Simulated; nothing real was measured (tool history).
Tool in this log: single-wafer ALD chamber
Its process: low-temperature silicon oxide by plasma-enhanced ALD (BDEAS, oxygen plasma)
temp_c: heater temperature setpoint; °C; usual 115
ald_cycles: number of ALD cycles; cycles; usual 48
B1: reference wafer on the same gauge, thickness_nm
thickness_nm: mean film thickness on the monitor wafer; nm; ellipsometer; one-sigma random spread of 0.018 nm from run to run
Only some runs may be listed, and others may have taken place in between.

run 1 hour=0.0 | temp_c=115 ald_cycles=48 | B1=8.093 | thickness_nm=6.776
-- hour=61.0 thermocouple changed; heater temperature recalibrated
run 2 hour=61.5 | temp_c=108 ald_cycles=48 | B1=8.093 | thickness_nm=6.971
run 3 hour=125.5 | temp_c=108 ald_cycles=48 | B1=8.086 | thickness_nm=6.921
run 4 hour=175.1 | temp_c=115 ald_cycles=48 | B1=8.088 | thickness_nm=6.876
run 5 hour=240.4 | temp_c=115 ald_cycles=48 | B1=8.088 | thickness_nm=6.842
run 6 hour=284.2 | temp_c=115 ald_cycles=48 | B1=8.085 | thickness_nm=6.788
run 7 hour=332.8 | temp_c=115 ald_cycles=48 | B1=8.087 | thickness_nm=6.824
run 8 hour=402.1 | temp_c=115 ald_cycles=48 | B1=8.089 | thickness_nm=6.808
run 9 hour=457.0 | temp_c=103 ald_cycles=43 | B1=8.091 | thickness_nm=6.261
run 10 hour=563.4 | temp_c=103 ald_cycles=43 | B1=8.091 | thickness_nm=6.239
run 11 hour=810.8 | temp_c=115 ald_cycles=48 | B1=8.086 | thickness_nm=6.789
run 12 hour=918.2 | temp_c=115 ald_cycles=48 | B1=8.087 | thickness_nm=6.784
run 13 hour=1018.1 | temp_c=120 ald_cycles=53 | B1=8.085 | thickness_nm=7.455
run 14 hour=1093.4 | temp_c=120 ald_cycles=53 | B1=8.090 | thickness_nm=7.436
run 15 hour=1138.2 | temp_c=115 ald_cycles=48 | B1=8.092 | thickness_nm=6.806
-- hour=1197.9 gauge calibrated
-- hour=1218.7 thermocouple changed; heater temperature recalibrated
run 16 hour=1219.2 | temp_c=115 ald_cycles=48 | B1=8.090 | thickness_nm=6.875
run 17 hour=1350.5 | temp_c=115 ald_cycles=54 | B1=8.085 | thickness_nm=7.704
run 18 hour=1435.5 | temp_c=123 ald_cycles=41 | B1=8.089 | thickness_nm=5.749
run 19 hour=1484.1 | temp_c=110 ald_cycles=48 | B1=8.090 | thickness_nm=6.909
run 20 hour=1530.5 | temp_c=115 ald_cycles=48 | B1=8.089 | thickness_nm=6.833
run 21 hour=1631.2 | temp_c=115 ald_cycles=46 | B1=8.090 | thickness_nm=6.494
run 22 hour=1719.6 | temp_c=124 ald_cycles=55 | B1=8.095 | thickness_nm=7.624
run 23 hour=1800.6 | temp_c=121 ald_cycles=48 | B1=8.085 | thickness_nm=6.712
run 24 hour=1900.6 | temp_c=115 ald_cycles=39 | B1=8.088 | thickness_nm=5.542
run 25 hour=1994.1 | temp_c=115 ald_cycles=48 | B1=8.090 | thickness_nm=6.802
run 26 hour=2071.4 | temp_c=115 ald_cycles=56 | B1=8.089 | thickness_nm=7.915
run 27 hour=2130.9 | temp_c=115 ald_cycles=48 | B1=8.088 | thickness_nm=6.781
run 28 hour=2197.7 | temp_c=115 ald_cycles=42 | B1=8.087 | thickness_nm=5.931
run 29 hour=2263.8 | temp_c=124 ald_cycles=48 | B1=8.089 | thickness_nm=6.688
run 30 hour=2337.6 | temp_c=108 ald_cycles=43 | B1=8.089 | thickness_nm=6.177
run 31 hour=2413.4 | temp_c=115 ald_cycles=48 | B1=8.089 | thickness_nm=6.769
run 32 hour=2477.2 | temp_c=108 ald_cycles=43 | B1=8.090 | thickness_nm=6.157
-- hour=2529.0 thermocouple changed; heater temperature recalibrated
run 33 hour=2574.0 | temp_c=115 ald_cycles=39 | B1=8.087 | thickness_nm=5.588
run 34 hour=2657.4 | temp_c=129 ald_cycles=42 | B1=8.091 | thickness_nm=5.807

Branching from run 34: 5 alternative next runs. What would each branch give?
run A hour=2657.9 | temp_c=115 ald_cycles=51 | B1=? | thickness_nm=?
run B hour=2657.9 | temp_c=104 ald_cycles=53 | B1=? | thickness_nm=?
run C hour=2657.9 | temp_c=127 ald_cycles=43 | B1=? | thickness_nm=?
run D hour=2657.9 | temp_c=106 ald_cycles=55 | B1=? | thickness_nm=?
run E hour=2657.9 | temp_c=110 ald_cycles=55 | B1=? | thickness_nm=?

run=A B1=8.092 thickness_nm=7.274
run=B B1=8.092 thickness_nm=7.736
run=C B1=8.092 thickness_nm=5.977
run=D B1=8.092 thickness_nm=7.994
run=E B1=8.092 thickness_nm=7.928
With no hidden state in the tool, these same runs would have given:
run=A thickness_nm=7.282
run=B thickness_nm=7.744
run=C thickness_nm=5.984
run=D thickness_nm=8.003
run=E thickness_nm=7.937

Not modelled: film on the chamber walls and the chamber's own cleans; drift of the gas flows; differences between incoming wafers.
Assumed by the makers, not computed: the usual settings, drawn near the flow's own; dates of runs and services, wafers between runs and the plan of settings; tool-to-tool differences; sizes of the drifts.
